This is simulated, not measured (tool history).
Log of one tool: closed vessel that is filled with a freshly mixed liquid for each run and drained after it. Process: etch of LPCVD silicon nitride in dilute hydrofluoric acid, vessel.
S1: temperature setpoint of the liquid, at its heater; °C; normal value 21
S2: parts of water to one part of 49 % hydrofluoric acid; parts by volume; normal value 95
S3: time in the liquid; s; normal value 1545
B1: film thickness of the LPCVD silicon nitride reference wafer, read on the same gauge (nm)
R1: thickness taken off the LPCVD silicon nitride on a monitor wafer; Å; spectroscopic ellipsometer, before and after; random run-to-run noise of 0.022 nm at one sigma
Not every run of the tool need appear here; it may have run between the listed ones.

run	day	S1	S2	S3	B1	R1
1	0	23.5	95	2030	90.02	157.1
2	0.6	23.5	95	2030	90	157.2
3	1.825	23.5	95	2030	90.04	157.4
4	2.104	21	95	1545	89.99	102.2
5	3.238	21	95	1545	90	102
6	3.558	21	95	1545	89.98	102.4
7	3.896	21	95	1545	89.97	101.9
8	5.117	21	95	1545	89.99	102.6
9	5.808	21	95	1545	90	102.7
10	6.204	18	95	965	90	52.3
11	6.475	24.5	95	1545	90.01	129.2
# day 6.533: gauge calibrated
# day 6.654: hydrofluoric acid flow meter replaced
12	6.904	19	115	685	89.98	29.6
13	7.492	24.5	95	1545	90.01	115.7
14	7.821	21	95	1285	90.03	76.3
15	8.325	21	95	1545	90	91.8
# day 8.488: thermometer replaced
16	8.696	17	55	1545	90.02	102.6
17	9	21	95	1915	89.96	98.9
18	9.383	21	95	1545	90.03	79.7
19	9.988	25	80	920	90.02	73.8
20	10.388	21	120	815	90	33.5
21	10.767	19.5	95	2130	90.02	99.6

Branching from run 21: 3 alternative next runs. What would each branch give?
A	10.812	21	95	1545	?	?
B	10.812	18.5	95	1545	?	?
C	10.812	19	95	1045	?	?

run	B1	R1
A	89.96	80.1
B	89.96	67.5
C	89.96	47.3
Without the tool's unlogged condition, the same runs would have read:
run	R1
A	78.2
B	66
C	46.2
